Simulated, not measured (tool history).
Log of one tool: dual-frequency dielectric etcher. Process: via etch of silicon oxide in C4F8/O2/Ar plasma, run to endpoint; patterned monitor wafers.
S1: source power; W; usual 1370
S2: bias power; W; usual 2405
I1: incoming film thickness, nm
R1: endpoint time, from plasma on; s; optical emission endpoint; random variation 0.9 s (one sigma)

Run 1, day 0: usual settings; I1 1316.9. Result: R1 301.5 s.
Run 2, day 2.871: usual settings; I1 1340.8. Result: R1 306.6 s.
Run 3, day 6.575: usual settings; I1 1349.6. Result: R1 311.1 s.
At day 7.962: wet clean of the chamber.
Run 4, day 9.612: usual settings but S1 1590 W, S2 2270 W; I1 1346.8. Result: R1 294.2 s.
Run 5, day 11.788: usual settings but S1 1590 W, S2 2270 W; I1 1345.9. Result: R1 295.2 s.
Run 6, day 14.879: usual settings but S1 1590 W, S2 2270 W; I1 1340.3. Result: R1 295.1 s.
Run 7, day 16.383: usual settings but S2 2189 W; I1 1340.8. Result: R1 307.7 s.
Run 8, day 20.108: usual settings but S2 2189 W; I1 1336. Result: R1 309.4 s.
Run 9, day 21.925: usual settings but S2 2189 W; I1 1340. Result: R1 312.5 s.
Run 10, day 27.404: usual settings but S1 1250 W; I1 1334.8. Result: R1 312.7 s.
At day 29.679: wet clean of the chamber.
Run 11, day 30.633: usual settings but S1 1250 W; I1 1338.9. Result: R1 305.6 s.
At day 32.562: upper electrode replaced.
Run 12, day 34.017: usual settings; I1 1337.7. Result: R1 301.8 s.
Run 13, day 35.871: usual settings; I1 1331.5. Result: R1 301.1 s.
Run 14, day 38.788: usual settings but S2 2607 W; I1 1340.7. Result: R1 298.4 s.
Run 15, day 42.642: usual settings but S1 1300 W; I1 1335.6. Result: R1 307.2 s.
Run 16, day 44.908: usual settings but S1 1060 W, S2 2886 W; I1 1319.6. Result: R1 303.8 s.
At day 45.542: bias power generator calibrated.
Run 17, day 47.233: usual settings; I1 1324.2. Result: R1 304.7 s.
Run 18, day 51.317: usual settings; I1 1337.6. Result: R1 309.4 s.
At day 53.05: wet clean of the chamber.
Run 19, day 53.771: usual settings; I1 1336.1. Result: R1 300.2 s.
At day 56.804: source power generator calibrated.
Run 20, day 56.825: usual settings but S1 1470 W, S2 1924 W; I1 1337.7. Result: R1 311.3 s.
Run 21, day 60.354: usual settings but S1 1170 W, S2 2844 W; I1 1326.9. Result: R1 298.1 s.
Run 22, day 64.829: usual settings but S1 1580 W; I1 1336.2. Result: R1 298.6 s.
Run 23, day 66.825: usual settings but S1 1690 W, S2 2082 W; I1 1340.4. Result: R1 303.4 s.
Run 24, day 69.383: usual settings but S1 1250 W; I1 1347.7. Result: R1 314.8 s.
Run 25, day 72.167: usual settings but S1 1510 W, S2 2616 W; I1 1341.4. Result: R1 297.1 s.
Run 26, day 76.175: usual settings but S1 1050 W, S2 2899 W; I1 1332.1. Result: R1 312.5 s.
At day 77.617: wet clean of the chamber.
Run 27, day 79.388: usual settings; I1 1336.6. Result: R1 298.8 s.
Run 28, day 82.771: usual settings but S1 1180 W, S2 2196 W; I1 1331.8. Result: R1 316 s.
Run 29, day 86.667: usual settings but S1 1120 W; I1 1346.2. Result: R1 316.2 s.
Run 30, day 88.571: usual settings but S1 1090 W, S2 2763 W; I1 1331.6. Result: R1 308.3 s.
Run 31, day 90.338: usual settings but S1 1690 W, S2 1919 W; I1 1338.2. Result: R1 305.1 s.
Run 32, day 92.071: usual settings; I1 1327.9. Result: R1 305.3 s.
Run 33, day 96.233: usual settings but S1 1280 W; I1 1352. Result: R1 314.4 s.
Run 34, day 97.867: usual settings but S2 2207 W; I1 1325.1. Result: R1 312 s.

Forecast each of these 5 alternatives for the next run:
Run A, day 97.888: usual settings; I1 1352.7. Result: R1 ?.
Run B, day 97.888: usual settings but S1 1530 W, S2 2013 W; I1 1352.7. Result: R1 ?.
Run C, day 97.888: usual settings but S1 1260 W; I1 1352.7. Result: R1 ?.
Run D, day 97.888: usual settings but S1 1660 W, S2 1883 W; I1 1352.7. Result: R1 ?.
Run E, day 97.888: usual settings but S1 1520 W; I1 1352.7. Result: R1 ?.

run     R1
  A  311.4
  B  315.6
  C  316.5
  D    314
  E    305
Without the tool's hidden state the same runs would have given:
run     R1
  A  302.4
  B  306.5
  C  307.3
  D    305
  E  296.2
